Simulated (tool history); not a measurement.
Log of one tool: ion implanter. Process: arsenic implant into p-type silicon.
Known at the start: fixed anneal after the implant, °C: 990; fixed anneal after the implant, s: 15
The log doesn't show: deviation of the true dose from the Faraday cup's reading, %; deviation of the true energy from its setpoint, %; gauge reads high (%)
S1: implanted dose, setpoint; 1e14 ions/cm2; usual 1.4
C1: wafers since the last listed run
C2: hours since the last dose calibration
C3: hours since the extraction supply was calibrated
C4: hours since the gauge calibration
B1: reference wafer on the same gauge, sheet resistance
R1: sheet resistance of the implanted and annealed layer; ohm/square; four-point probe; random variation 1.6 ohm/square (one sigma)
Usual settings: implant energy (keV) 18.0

{"run": 1, "hour": 0.0, "S1": 1.4, "implant energy (keV)": 18.0, "C1": 0, "C2": 513.4, "C3": 4810.8, "C4": 514.9, "B1": 591.17, "R1": 565.39}
{"run": 2, "hour": 35.2, "S1": 1.4, "implant energy (keV)": 18.0, "C1": 1040, "C2": 548.6, "C3": 4846.0, "C4": 550.1, "B1": 591.77, "R1": 569.55}
{"run": 3, "hour": 89.9, "S1": 1.4, "implant energy (keV)": 18.0, "C1": 1616, "C2": 603.3, "C3": 4900.7, "C4": 604.8, "B1": 592.8, "R1": 566.78}
{"run": 4, "hour": 156.1, "S1": 1.4, "implant energy (keV)": 18.0, "C1": 1956, "C2": 669.5, "C3": 4966.9, "C4": 671.0, "B1": 593.88, "R1": 569.9}
{"run": 5, "hour": 220.1, "S1": 1.4, "implant energy (keV)": 18.0, "C1": 1891, "C2": 733.5, "C3": 5030.9, "C4": 735.0, "B1": 595.08, "R1": 569.94}
{"run": 6, "hour": 276.0, "S1": 1.4, "implant energy (keV)": 18.0, "C1": 1651, "C2": 789.4, "C3": 5086.8, "C4": 790.9, "B1": 596.24, "R1": 569.14}
{"run": 7, "hour": 304.8, "S1": 1.4, "implant energy (keV)": 18.0, "C1": 851, "C2": 818.2, "C3": 5115.6, "C4": 819.7, "B1": 596.68, "R1": 571.23}
{"run": 8, "hour": 351.3, "S1": 1.4, "implant energy (keV)": 18.0, "C1": 1374, "C2": 864.7, "C3": 5162.1, "C4": 866.2, "B1": 596.82, "R1": 573.61}
{"run": 9, "hour": 423.3, "S1": 1.4, "implant energy (keV)": 18.0, "C1": 2127, "C2": 936.7, "C3": 5234.1, "C4": 938.2, "B1": 597.96, "R1": 574.41}
{"run": 10, "hour": 461.7, "S1": 1.4, "implant energy (keV)": 13.5, "C1": 1134, "C2": 975.1, "C3": 5272.5, "C4": 976.6, "B1": 598.83, "R1": 599.2}
{"run": 11, "hour": 506.2, "S1": 1.4, "implant energy (keV)": 13.5, "C1": 1315, "C2": 1019.6, "C3": 5317.0, "C4": 1021.1, "B1": 599.42, "R1": 599.19}
{"hour": 525.2, "done": "gauge calibrated"}
{"run": 12, "hour": 532.2, "S1": 1.4, "implant energy (keV)": 18.0, "C1": 768, "C2": 1045.6, "C3": 5343.0, "C4": 7.0, "B1": 583.21, "R1": 559.04}
{"run": 13, "hour": 603.3, "S1": 1.4, "implant energy (keV)": 18.0, "C1": 2101, "C2": 1116.7, "C3": 5414.1, "C4": 78.1, "B1": 584.64, "R1": 561.3}
{"run": 14, "hour": 644.4, "S1": 1.4, "implant energy (keV)": 18.0, "C1": 1214, "C2": 1157.8, "C3": 5455.2, "C4": 119.2, "B1": 585.44, "R1": 563.14}
{"run": 15, "hour": 688.2, "S1": 1.4, "implant energy (keV)": 16.0, "C1": 1294, "C2": 1201.6, "C3": 5499.0, "C4": 163.0, "B1": 586.11, "R1": 573.19}
{"run": 16, "hour": 721.0, "S1": 1.4, "implant energy (keV)": 18.0, "C1": 969, "C2": 1234.4, "C3": 5531.8, "C4": 195.8, "B1": 586.23, "R1": 561.18}
{"run": 17, "hour": 753.7, "S1": 1.4, "implant energy (keV)": 15.0, "C1": 966, "C2": 1267.1, "C3": 5564.5, "C4": 228.5, "B1": 587.11, "R1": 575.38}
{"run": 18, "hour": 788.1, "S1": 1.4, "implant energy (keV)": 18.0, "C1": 1016, "C2": 1301.5, "C3": 5598.9, "C4": 262.9, "B1": 588.07, "R1": 561.23}

Run 19 comes next. What will it give?
{"run": 19, "hour": 851.6, "S1": 1.4, "implant energy (keV)": 22.5, "C1": 1876, "C2": 1365.0, "C3": 5662.4, "C4": 326.4, "B1": "?", "R1": "?"}

B1: 588.34
R1: 543.96 ohm/square
Without the tool's hidden state the same run would have given R1 540.50 ohm/square.

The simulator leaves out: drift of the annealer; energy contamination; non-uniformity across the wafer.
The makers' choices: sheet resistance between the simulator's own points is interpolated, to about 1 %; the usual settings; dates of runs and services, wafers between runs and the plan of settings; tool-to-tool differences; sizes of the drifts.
